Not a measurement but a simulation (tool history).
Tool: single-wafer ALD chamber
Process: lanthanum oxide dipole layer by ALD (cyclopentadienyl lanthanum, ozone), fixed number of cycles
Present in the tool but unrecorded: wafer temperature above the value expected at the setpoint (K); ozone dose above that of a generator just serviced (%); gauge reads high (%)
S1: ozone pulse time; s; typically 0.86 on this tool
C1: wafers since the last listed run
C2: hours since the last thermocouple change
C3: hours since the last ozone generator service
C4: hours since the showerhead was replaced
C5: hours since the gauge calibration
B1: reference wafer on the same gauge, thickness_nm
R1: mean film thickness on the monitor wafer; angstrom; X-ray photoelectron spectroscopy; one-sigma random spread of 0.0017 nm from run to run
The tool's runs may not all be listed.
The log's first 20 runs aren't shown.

run 21 hour=264.3 | S1=0.58 | C1=80 C2=228 C3=990.5 C4=101.5 C5=182.2 | B1=0.499 | R1=4.11
run 22 hour=279.1 | S1=0.86 | C1=143 C2=242.8 C3=1005.3 C4=116.3 C5=197 | B1=0.499 | R1=4.89
run 23 hour=289.5 | S1=1.02 | C1=100 C2=253.2 C3=1015.7 C4=126.7 C5=207.4 | B1=0.499 | R1=5.21
-- hour=316.5 ozone generator serviced
run 24 hour=317 | S1=0.55 | C1=189 C2=280.7 C3=0.5 C4=154.2 C5=234.9 | B1=0.499 | R1=4.41
run 25 hour=320.7 | S1=0.96 | C1=35 C2=284.4 C3=4.2 C4=157.9 C5=238.6 | B1=0.499 | R1=5.43
run 26 hour=334.1 | S1=0.66 | C1=130 C2=297.8 C3=17.6 C4=171.3 C5=252 | B1=0.499 | R1=4.76
run 27 hour=342.4 | S1=1.1 | C1=80 C2=306.1 C3=25.9 C4=179.6 C5=260.3 | B1=0.499 | R1=5.67
run 28 hour=359 | S1=1.04 | C1=161 C2=322.7 C3=42.5 C4=196.2 C5=276.9 | B1=0.499 | R1=5.59
run 29 hour=367.3 | S1=0.86 | C1=80 C2=331 C3=50.8 C4=204.5 C5=285.2 | B1=0.499 | R1=5.29
run 30 hour=374.4 | S1=1.18 | C1=68 C2=338.1 C3=57.9 C4=211.6 C5=292.3 | B1=0.499 | R1=5.7
run 31 hour=407.4 | S1=0.86 | C1=320 C2=371.1 C3=90.9 C4=244.6 C5=325.3 | B1=0.499 | R1=5.24
run 32 hour=424.7 | S1=0.53 | C1=167 C2=388.4 C3=108.2 C4=261.9 C5=342.6 | B1=0.499 | R1=4.33
run 33 hour=442.5 | S1=1.2 | C1=172 C2=406.2 C3=126 C4=279.7 C5=360.4 | B1=0.499 | R1=5.8
run 34 hour=453.3 | S1=0.75 | C1=104 C2=417 C3=136.8 C4=290.5 C5=371.2 | B1=0.499 | R1=5

5 options for the next run, each taken on its own from the tool as it stands now. Forecast them:
run A hour=453.7 | S1=0.86 | C1=3 C2=417.4 C3=137.2 C4=290.9 C5=371.6 | B1=? | R1=?
run B hour=453.7 | S1=0.95 | C1=3 C2=417.4 C3=137.2 C4=290.9 C5=371.6 | B1=? | R1=?
run C hour=453.7 | S1=1.11 | C1=3 C2=417.4 C3=137.2 C4=290.9 C5=371.6 | B1=? | R1=?
run D hour=453.7 | S1=1.05 | C1=3 C2=417.4 C3=137.2 C4=290.9 C5=371.6 | B1=? | R1=?
run E hour=453.7 | S1=1.08 | C1=3 C2=417.4 C3=137.2 C4=290.9 C5=371.6 | B1=? | R1=?

run=A B1=0.499 R1=5.24
run=B B1=0.499 R1=5.41
run=C B1=0.499 R1=5.65
run=D B1=0.499 R1=5.57
run=E B1=0.499 R1=5.61
Stripped of hidden state, with their random variation kept, the same runs would have yielded:
run=A R1=5.26
run=B R1=5.43
run=C R1=5.67
run=D R1=5.59
run=E R1=5.63
